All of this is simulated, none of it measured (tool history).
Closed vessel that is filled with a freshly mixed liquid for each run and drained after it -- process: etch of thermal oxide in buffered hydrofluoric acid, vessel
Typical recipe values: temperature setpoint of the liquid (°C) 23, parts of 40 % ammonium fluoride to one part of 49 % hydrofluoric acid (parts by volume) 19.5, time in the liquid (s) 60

run    hour  temperature setpoint of the liquid (°C)  parts of 40 % ammonium fluoride to one part of 49 % hydrofluoric acid (parts by volume)  time in the liquid (s)  wafers since the last listed run  hours since the thermometer was replaced  hours since the hydrofluoric acid flow meter was replaced  hours since the gauge calibration  read-back film thickness of the thermal oxide reference wafer, read on the same gauge (nm)  thickness taken off the thermal oxide on a monitor wafer (angstrom)
  1       0                                       23                                                                                     19.5                      60                                 0                                     896.8                                                      479.6                              947.1                                                                                       89.98                                                                271.9
  2    45.6                                       23                                                                                     19.5                      60                              2852                                     942.4                                                      525.2                              992.7                                                                                       90.03                                                                273.2
  3   136.7                                     25.5                                                                                     19.5                      60                              5699                                    1033.5                                                      616.3                             1083.8                                                                                       89.98                                                                314.1
  4   194.6                                     25.5                                                                                     19.5                      60                              3622                                    1091.4                                                      674.2                             1141.7                                                                                       90.02                                                                314.1
  5   257.5                                       23                                                                                       25                      60                              3935                                    1154.3                                                      737.1                             1204.6                                                                                       89.98                                                                229.1
  6   300.8                                       23                                                                                     17.5                      60                              2709                                    1197.6                                                      780.4                             1247.9                                                                                       89.99                                                                304.7
  7   350.3                                       23                                                                                     17.5                      60                              3096                                    1247.1                                                      829.9                             1297.4                                                                                          90                                                                304.3
  8   549.8                                       23                                                                                     19.5                      80                             12481                                    1446.6                                                     1029.4                             1496.9                                                                                       89.97                                                                365.5
  9   623.9                                       23                                                                                     19.5                      60                              4636                                    1520.7                                                     1103.5                               1571                                                                                       89.99                                                                275.6
      674.8  -- hydrofluoric acid flow meter replaced
 10   696.1                                       23                                                                                     24.5                      60                              4454                                    1592.9                                                       21.3                             1643.2                                                                                       90.02                                                                233.8
 11   792.5                                       23                                                                                     25.5                      80                              6031                                    1689.3                                                      117.7                             1739.6                                                                                       90.01                                                                302.7
 12   850.3                                       23                                                                                     25.5                      80                              3616                                    1747.1                                                      175.5                             1797.4                                                                                       89.98                                                                301.7
      949.1  -- thermometer replaced
 13  1049.7                                       23                                                                                     25.5                      80                             12412                                     100.6                                                      374.9                             1996.8                                                                                       89.98                                                                309.8
 14  1116.3                                       23                                                                                     25.5                      80                              4166                                     167.2                                                      441.5                             2063.4                                                                                          90                                                                309.8
 15  1208.6                                       18                                                                                       23                      80                              5774                                     259.5                                                      533.8                             2155.7                                                                                       90.02                                                                252.1
 16  1264.2                                     20.5                                                                                     14.5                      60                              3478                                     315.1                                                      589.4                             2211.3                                                                                       89.98                                                                  332
     1316.3  -- thermometer replaced, repeated, since the last time left the tool worse
 17  1327.4                                       23                                                                                     24.5                      60                              3891                                      11.1                                                      652.6                             2274.5                                                                                       90.04                                                                231.2
 18  1372.2                                     24.5                                                                                     19.5                      40                              2802                                      55.9                                                      697.4                             2319.3                                                                                       90.02                                                                196.7
 19  1470.8                                     21.5                                                                                     13.5                      60                              6168                                     154.5                                                        796                             2417.9                                                                                       89.96                                                                360.6
     1473.9  -- gauge calibrated
 20  1642.8                                       23                                                                                     12.5                      60                             10761                                     326.5                                                        968                              168.9                                                                                       89.99                                                                423.4
 21  1687.2                                       23                                                                                     19.5                      60                              2777                                     370.9                                                     1012.4                              213.3                                                                                       90.01                                                                273.7
 22  1760.2                                     26.5                                                                                     12.5                      60                              4567                                     443.9                                                     1085.4                              286.3                                                                                       89.98                                                                513.6
       1842  -- hydrofluoric acid flow meter replaced
 23  1866.4                                       23                                                                                       24                      90                              6581                                     550.1                                                       24.4                              392.5                                                                                       89.98                                                                353.2
 24  2052.2                                     18.5                                                                                       13                      40                             11624                                     735.9                                                      210.2                              578.3                                                                                       89.96                                                                210.5
 25  2093.8                                       23                                                                                     19.5                      60                              2602                                     777.5                                                      251.8                              619.9                                                                                       90.02                                                                272.5

What differs in the tool's unlogged condition from the final listed run ahead of each entry between runs to the first listed run following it?
Runs 9 to 10: hydrofluoric acid flow meter replaced (hour 674.8)
  liquid hotter than its thermometer reads (K): 0.303 -> 0.315
  the result without the hidden state subtracted from the measured one, thickness taken off the thermal oxide on a monitor wafer (angstrom): +4.5 -> +4.1
Runs 12 to 13: thermometer replaced (hour 949.1)
  liquid hotter than its thermometer reads (K): 0.342 -> 0.726
  the result without the hidden state subtracted from the measured one, thickness taken off the thermal oxide on a monitor wafer (angstrom): +5.6 -> +12.2
Runs 16 to 17: thermometer replaced, repeated, since the last time left the tool worse (hour 1316.3)
  liquid hotter than its thermometer reads (K): 0.763 -> 0.0537
  the result without the hidden state subtracted from the measured one, thickness taken off the thermal oxide on a monitor wafer (angstrom): +13.8 -> +0.6
Runs 19 to 20: gauge calibrated (hour 1473.9)
  liquid hotter than its thermometer reads (K): 0.0785 -> 0.108
  the result without the hidden state subtracted from the measured one, thickness taken off the thermal oxide on a monitor wafer (angstrom): +1.6 -> +2.6
Runs 22 to 23: hydrofluoric acid flow meter replaced (hour 1842)
  liquid hotter than its thermometer reads (K): 0.129 -> 0.147
  the result without the hidden state subtracted from the measured one, thickness taken off the thermal oxide on a monitor wafer (angstrom): +3.5 -> +2.9

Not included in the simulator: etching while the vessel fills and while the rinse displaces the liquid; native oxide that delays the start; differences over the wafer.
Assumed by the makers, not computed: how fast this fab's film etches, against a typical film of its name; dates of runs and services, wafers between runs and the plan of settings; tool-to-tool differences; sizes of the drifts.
